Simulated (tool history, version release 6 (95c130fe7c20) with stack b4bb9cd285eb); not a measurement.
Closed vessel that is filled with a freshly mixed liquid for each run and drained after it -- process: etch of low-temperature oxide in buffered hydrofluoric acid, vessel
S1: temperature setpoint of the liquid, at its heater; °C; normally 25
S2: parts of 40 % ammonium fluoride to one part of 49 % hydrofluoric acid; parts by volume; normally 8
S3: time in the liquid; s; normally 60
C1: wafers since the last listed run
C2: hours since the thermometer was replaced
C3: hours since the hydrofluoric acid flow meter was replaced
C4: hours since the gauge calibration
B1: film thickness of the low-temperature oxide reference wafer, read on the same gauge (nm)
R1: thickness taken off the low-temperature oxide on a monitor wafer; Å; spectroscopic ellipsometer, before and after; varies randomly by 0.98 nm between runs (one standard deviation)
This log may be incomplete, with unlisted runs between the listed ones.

{"run": 1, "day": 0.0, "S1": 25, "S2": 9, "S3": 60, "C1": 0, "C2": 228.7, "C3": 12.7, "C4": 991.9, "B1": 49.99, "R1": 2197.7}
{"day": 0.562, "done": "gauge calibrated"}
{"run": 2, "day": 1.642, "S1": 25, "S2": 9, "S3": 60, "C1": 4249, "C2": 268.1, "C3": 52.1, "C4": 25.9, "B1": 49.99, "R1": 2187.8}
{"run": 3, "day": 3.154, "S1": 22.5, "S2": 9.5, "S3": 60, "C1": 3914, "C2": 304.4, "C3": 88.4, "C4": 62.2, "B1": 49.98, "R1": 1843.6}
{"run": 4, "day": 6.867, "S1": 22.5, "S2": 9.5, "S3": 60, "C1": 9609, "C2": 393.5, "C3": 177.5, "C4": 151.3, "B1": 50.02, "R1": 1846.7}
{"run": 5, "day": 8.538, "S1": 25, "S2": 8, "S3": 60, "C1": 4324, "C2": 433.6, "C3": 217.6, "C4": 191.4, "B1": 50.04, "R1": 2473.2}
{"run": 6, "day": 10.942, "S1": 25, "S2": 8, "S3": 60, "C1": 6222, "C2": 491.3, "C3": 275.3, "C4": 249.1, "B1": 50.04, "R1": 2472.8}
{"run": 7, "day": 12.783, "S1": 25, "S2": 8, "S3": 60, "C1": 4766, "C2": 535.5, "C3": 319.5, "C4": 293.3, "B1": 50.02, "R1": 2429.8}
{"run": 8, "day": 15.733, "S1": 25, "S2": 8, "S3": 60, "C1": 7635, "C2": 606.3, "C3": 390.3, "C4": 364.1, "B1": 49.99, "R1": 2445.1}
{"run": 9, "day": 18.371, "S1": 25, "S2": 8, "S3": 60, "C1": 6826, "C2": 669.6, "C3": 453.6, "C4": 427.4, "B1": 50.01, "R1": 2430.5}
{"run": 10, "day": 21.017, "S1": 25, "S2": 8, "S3": 85, "C1": 6848, "C2": 733.1, "C3": 517.1, "C4": 490.9, "B1": 50, "R1": 3434.1}
{"run": 11, "day": 23.521, "S1": 25, "S2": 9, "S3": 50, "C1": 6481, "C2": 793.2, "C3": 577.2, "C4": 551, "B1": 50, "R1": 1792.3}
{"day": 23.825, "done": "hydrofluoric acid flow meter replaced"}
{"run": 12, "day": 25.838, "S1": 25, "S2": 9, "S3": 50, "C1": 5888, "C2": 848.8, "C3": 48.3, "C4": 606.6, "B1": 50, "R1": 1807.6}
{"run": 13, "day": 28.246, "S1": 25, "S2": 9, "S3": 50, "C1": 6233, "C2": 906.6, "C3": 106.1, "C4": 664.4, "B1": 49.96, "R1": 1808.1}
{"run": 14, "day": 31.208, "S1": 25, "S2": 8, "S3": 60, "C1": 7668, "C2": 977.7, "C3": 177.2, "C4": 735.5, "B1": 50.01, "R1": 2446.3}
{"run": 15, "day": 33.621, "S1": 25, "S2": 8, "S3": 60, "C1": 6244, "C2": 1035.6, "C3": 235.1, "C4": 793.4, "B1": 49.98, "R1": 2447.6}
{"run": 16, "day": 34.767, "S1": 25, "S2": 8, "S3": 60, "C1": 2965, "C2": 1063.1, "C3": 262.6, "C4": 820.9, "B1": 50.02, "R1": 2435.2}
{"run": 17, "day": 37.242, "S1": 27, "S2": 10, "S3": 75, "C1": 6406, "C2": 1122.5, "C3": 322, "C4": 880.3, "B1": 50.02, "R1": 2807.6}
{"run": 18, "day": 39.938, "S1": 25, "S2": 6.5, "S3": 60, "C1": 6977, "C2": 1187.2, "C3": 386.7, "C4": 945, "B1": 50.01, "R1": 2990.6}
{"run": 19, "day": 42.133, "S1": 28, "S2": 8, "S3": 60, "C1": 5683, "C2": 1239.9, "C3": 439.4, "C4": 997.7, "B1": 49.95, "R1": 2863.8}
{"run": 20, "day": 43.854, "S1": 29.5, "S2": 6, "S3": 45, "C1": 4454, "C2": 1281.2, "C3": 480.7, "C4": 1039, "B1": 50.05, "R1": 3049.4}
{"run": 21, "day": 45.879, "S1": 23.5, "S2": 8, "S3": 30, "C1": 5241, "C2": 1329.8, "C3": 529.3, "C4": 1087.6, "B1": 49.94, "R1": 1110.2}
{"day": 46.546, "done": "hydrofluoric acid flow meter replaced"}
{"day": 47.704, "done": "thermometer replaced"}
{"run": 22, "day": 48.1, "S1": 25, "S2": 6.5, "S3": 60, "C1": 5532, "C2": 9.5, "C3": 37.3, "C4": 1140.9, "B1": 50, "R1": 3053.3}
{"run": 23, "day": 50.662, "S1": 25, "S2": 8, "S3": 60, "C1": 6632, "C2": 71, "C3": 98.8, "C4": 1202.4, "B1": 50.03, "R1": 2479}
{"day": 51.117, "done": "gauge calibrated"}
{"run": 24, "day": 51.788, "S1": 22, "S2": 9.5, "S3": 60, "C1": 2911, "C2": 98, "C3": 125.8, "C4": 16.1, "B1": 49.99, "R1": 1786.4}
{"run": 25, "day": 53.875, "S1": 22.5, "S2": 8, "S3": 35, "C1": 5403, "C2": 148.1, "C3": 175.9, "C4": 66.2, "B1": 49.96, "R1": 1254.6}
{"run": 26, "day": 55.017, "S1": 25, "S2": 8, "S3": 60, "C1": 2955, "C2": 175.5, "C3": 203.3, "C4": 93.6, "B1": 50.03, "R1": 2471.3}
{"run": 27, "day": 57.096, "S1": 25, "S2": 8, "S3": 60, "C1": 5381, "C2": 225.4, "C3": 253.2, "C4": 143.5, "B1": 50.03, "R1": 2458.8}
{"run": 28, "day": 59.046, "S1": 25, "S2": 8, "S3": 60, "C1": 5047, "C2": 272.2, "C3": 300, "C4": 190.3, "B1": 49.98, "R1": 2452}
{"run": 29, "day": 67.133, "S1": 25, "S2": 9.5, "S3": 85, "C1": 20933, "C2": 466.3, "C3": 494.1, "C4": 384.4, "B1": 49.99, "R1": 2940.6}
{"run": 30, "day": 68.425, "S1": 21, "S2": 7, "S3": 50, "C1": 3343, "C2": 497.3, "C3": 525.1, "C4": 415.4, "B1": 50.04, "R1": 1878.4}
{"day": 68.654, "done": "hydrofluoric acid flow meter replaced"}
{"run": 31, "day": 71.0, "S1": 25, "S2": 6.5, "S3": 85, "C1": 6557, "C2": 559.1, "C3": 56.3, "C4": 477.2, "B1": 50.02, "R1": 4328.2}

Forecast each of these 5 alternatives for the next run:
{"run": "A", "day": 71.029, "S1": 26.5, "S2": 8, "S3": 60, "C1": 75, "C2": 559.8, "C3": 57, "C4": 477.9, "B1": "?", "R1": "?"}
{"run": "B", "day": 71.029, "S1": 22.5, "S2": 6.5, "S3": 85, "C1": 75, "C2": 559.8, "C3": 57, "C4": 477.9, "B1": "?", "R1": "?"}
{"run": "C", "day": 71.029, "S1": 28.5, "S2": 8, "S3": 60, "C1": 75, "C2": 559.8, "C3": 57, "C4": 477.9, "B1": "?", "R1": "?"}
{"run": "D", "day": 71.029, "S1": 23, "S2": 8, "S3": 60, "C1": 75, "C2": 559.8, "C3": 57, "C4": 477.9, "B1": "?", "R1": "?"}
{"run": "E", "day": 71.029, "S1": 23.5, "S2": 6, "S3": 80, "C1": 75, "C2": 559.8, "C3": 57, "C4": 477.9, "B1": "?", "R1": "?"}

run=A B1=49.99 R1=2685.7
run=B B1=49.99 R1=3774.1
run=C B1=49.99 R1=2987.7
run=D B1=49.99 R1=2221.1
run=E B1=49.99 R1=4021.6
Without the tool's unlogged condition, the same runs would have read:
run=A R1=2719.8
run=B R1=3820.2
run=C R1=3025.4
run=D R1=2249.8
run=E R1=4070.3

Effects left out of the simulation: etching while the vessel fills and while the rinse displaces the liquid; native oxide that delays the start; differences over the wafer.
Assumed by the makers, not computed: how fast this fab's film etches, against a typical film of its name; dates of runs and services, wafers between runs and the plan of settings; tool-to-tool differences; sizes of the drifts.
